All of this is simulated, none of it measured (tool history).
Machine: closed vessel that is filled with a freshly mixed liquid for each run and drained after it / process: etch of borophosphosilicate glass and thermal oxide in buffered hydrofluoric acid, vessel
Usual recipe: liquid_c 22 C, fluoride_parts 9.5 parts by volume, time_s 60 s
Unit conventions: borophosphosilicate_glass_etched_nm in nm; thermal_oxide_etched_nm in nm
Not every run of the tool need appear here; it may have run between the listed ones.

run    hour  liquid_c  fluoride_parts  time_s  wafers since the last listed run  hours since the thermometer was replaced  hours since the hydrofluoric acid flow meter was replaced  hours since the gauge calibration  read-back film thickness of the borophosphosilicate glass reference wafer, read on the same gauge (nm)  read-back film thickness of the thermal oxide reference wafer, read on the same gauge (nm)  borophosphosilicate_glass_etched_nm  thermal_oxide_etched_nm
  1       0        22             9.5      60                                 0                                       285                                                      542.6                              146.8                                                                                                   79.96                                                                                       39.97                               134.14                    69.21
  2    76.4        22            10.5      60                              8413                                     361.4                                                        619                              223.2                                                                                                   80.02                                                                                          40                               127.47                    64.94
  3   152.4        22             9.5      60                              8369                                     437.4                                                        695                              299.2                                                                                                   80.02                                                                                       40.05                               135.98                    69.63
  4   196.3        19            12.5      50                              4834                                     481.3                                                      738.9                              343.1                                                                                                   80.02                                                                                       40.01                                76.71                    38.95
  5   239.7      23.5              11      60                              4779                                     524.7                                                      782.3                              386.5                                                                                                   80.02                                                                                          40                                134.9                     68.2
  6   473.3      20.5               7      60                             25724                                     758.3                                                     1015.9                              620.1                                                                                                   79.99                                                                                       40.01                               177.65                    89.83
  7   524.3        25             9.5      85                              5616                                     809.3                                                     1066.9                              671.1                                                                                                   80.01                                                                                          40                               233.59                   120.41
  8     604        22              12      40                              8776                                       889                                                     1146.6                              750.8                                                                                                      80                                                                                       40.03                                76.53                    39.23
  9     703        22               6      60                             10902                                       988                                                     1245.6                              849.8                                                                                                   79.96                                                                                       40.02                               221.24                   112.98
 10   758.6        22             9.5      60                              6122                                    1043.6                                                     1301.2                              905.4                                                                                                   79.99                                                                                       39.98                               141.31                    72.86
 11   810.2      23.5             9.5      75                              5682                                    1095.2                                                     1352.8                                957                                                                                                   80.03                                                                                       40.04                               193.67                    99.13
 12   853.2        22             9.5      60                              4735                                    1138.2                                                     1395.8                               1000                                                                                                   80.01                                                                                       40.04                               143.98                    72.49
 13   937.4        18            13.5      30                              9272                                    1222.4                                                       1480                             1084.2                                                                                                   79.98                                                                                       39.99                                42.58                    21.53
 14   993.7        22             9.5      60                              6199                                    1278.7                                                     1536.3                             1140.5                                                                                                   80.01                                                                                       39.98                               145.75                    73.51
 15  1052.8        19               7      35                              6508                                    1337.8                                                     1595.4                             1199.6                                                                                                   79.95                                                                                       39.97                                99.22                    50.32
     1075.1  -- hydrofluoric acid flow meter replaced
     1082.5  -- thermometer replaced
 16  1135.7        22             9.5      60                              8908                                      53.2                                                       60.6                             1282.5                                                                                                   79.98                                                                                       40.02                               136.11                    69.08

Predict the results of run 17:
 17  1234      26.5             6.5      85                             10824                                     151.5                                                      158.9                             1380.8                                                                                                       ?                                                                                           ?                                    ?                        ?

read-back film thickness of the borophosphosilicate glass reference wafer, read on the same gauge (nm): 79.97
read-back film thickness of the thermal oxide reference wafer, read on the same gauge (nm): 40.05
borophosphosilicate_glass_etched_nm: 354.85 nm
thermal_oxide_etched_nm: 181.62 nm
If the tool had no hidden condition, the same run with the same run-to-run variation would have returned borophosphosilicate_glass_etched_nm 345.2 nm, thermal_oxide_etched_nm 176.77 nm.

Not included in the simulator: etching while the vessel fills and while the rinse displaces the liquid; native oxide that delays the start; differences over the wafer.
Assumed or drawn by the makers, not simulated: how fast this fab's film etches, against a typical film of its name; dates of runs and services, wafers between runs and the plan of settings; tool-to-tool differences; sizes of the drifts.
